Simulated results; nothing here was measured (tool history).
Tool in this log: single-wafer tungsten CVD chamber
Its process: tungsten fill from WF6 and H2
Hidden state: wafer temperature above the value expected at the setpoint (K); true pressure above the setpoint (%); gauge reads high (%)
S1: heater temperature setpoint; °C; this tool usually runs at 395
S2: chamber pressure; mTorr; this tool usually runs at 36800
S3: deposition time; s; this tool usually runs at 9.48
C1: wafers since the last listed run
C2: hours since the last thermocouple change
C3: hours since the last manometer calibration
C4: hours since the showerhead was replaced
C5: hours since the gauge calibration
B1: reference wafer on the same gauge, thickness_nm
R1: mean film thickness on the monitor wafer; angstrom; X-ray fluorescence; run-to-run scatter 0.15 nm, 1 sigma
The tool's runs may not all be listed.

run,day,S1,S2,S3,C1,C2,C3,C4,C5,B1,R1
1,0.000,395,36800,9.48,0,25.3,875.8,7696.5,1317.6,23.784,267.78
2,8.996,395,36800,9.48,4671,241.2,1091.7,7912.4,1533.5,23.840,270.82
3,14.671,395,36800,9.48,2946,377.4,1227.9,8048.6,1669.7,23.770,271.58
4,16.062,395,36800,9.48,722,410.8,1261.3,8082.0,1703.1,23.846,272.67
5,18.121,395,36800,9.48,1068,460.2,1310.7,8131.4,1752.5,23.812,275.15
6,20.100,387,36800,8.30,1027,507.7,1358.2,8178.9,1800.0,23.779,211.78
7,23.083,387,36800,8.30,1549,579.3,1429.8,8250.5,1871.6,23.801,210.77
8,25.646,395,40400,10.04,1330,640.8,1491.3,8312.0,1933.1,23.788,312.82
9,26.729,395,40400,10.04,562,666.8,1517.3,8338.0,1959.1,23.799,311.49
# day 28.225: capacitance manometer re-zeroed and calibrated
10,29.554,395,36800,9.48,1293,734.6,31.9,8405.8,2026.9,23.768,271.28
# day 31.850: showerhead replaced
# day 38.088: gauge calibrated
11,38.162,395,44100,8.07,4296,941.2,238.5,151.5,1.8,23.822,257.05
12,40.646,395,36800,9.48,1289,1000.8,298.1,211.1,61.4,23.871,270.08
13,42.883,388,45500,7.71,1161,1054.5,351.8,264.8,115.1,23.793,219.81
14,45.212,395,31700,9.48,1209,1110.4,407.7,320.7,171.0,23.805,248.40
15,46.400,395,36800,9.48,616,1138.9,436.2,349.2,199.5,23.796,273.03
16,48.550,381,31500,10.77,1116,1190.5,487.8,400.8,251.1,23.777,225.59
17,51.304,395,40100,9.48,1430,1256.6,553.9,466.9,317.2,23.851,283.79
18,53.204,395,31700,9.48,986,1302.2,599.5,512.5,362.8,23.757,251.21
19,55.175,402,36800,8.26,1023,1349.5,646.8,559.8,410.1,23.838,267.82
20,57.071,395,36800,8.06,984,1395.0,692.3,605.3,455.6,23.783,234.95
21,58.154,388,33200,9.48,562,1421.0,718.3,631.3,481.6,23.868,232.38
22,60.408,405,40300,10.50,1170,1475.1,772.4,685.4,535.7,23.826,375.96
# day 62.204: thermocouple changed; heater temperature recalibrated
23,62.592,387,29000,10.98,960,9.3,824.8,737.8,588.1,23.857,236.35
24,64.525,395,36800,9.48,1003,55.7,871.2,784.2,634.5,23.809,271.96
25,65.700,406,44400,9.48,610,83.9,899.4,812.4,662.7,23.797,354.91
26,67.600,395,36800,8.19,986,129.5,945.0,858.0,708.3,23.725,234.83
27,70.454,408,43400,10.72,1482,198.0,1013.5,926.5,776.8,23.755,411.22
28,74.000,403,36800,11.31,1841,283.1,1098.6,1011.6,861.9,23.740,367.65
29,76.417,395,28600,10.09,1254,341.1,1156.6,1069.6,919.9,23.801,250.06
30,78.321,382,41000,10.30,988,386.8,1202.3,1115.3,965.6,23.759,254.07
31,80.588,405,36800,8.67,1177,441.2,1256.7,1169.7,1020.0,23.834,291.85
32,82.908,383,41200,10.62,1205,496.9,1312.4,1225.4,1075.7,23.817,269.34

What will run 33 give?
33,84.608,395,36800,9.48,882,537.7,1353.2,1266.2,1116.5,?,?

B1: 23.752
R1: 278.64 angstrom
Minus the tool's unlogged condition, the same run would have read R1 267.63 angstrom.

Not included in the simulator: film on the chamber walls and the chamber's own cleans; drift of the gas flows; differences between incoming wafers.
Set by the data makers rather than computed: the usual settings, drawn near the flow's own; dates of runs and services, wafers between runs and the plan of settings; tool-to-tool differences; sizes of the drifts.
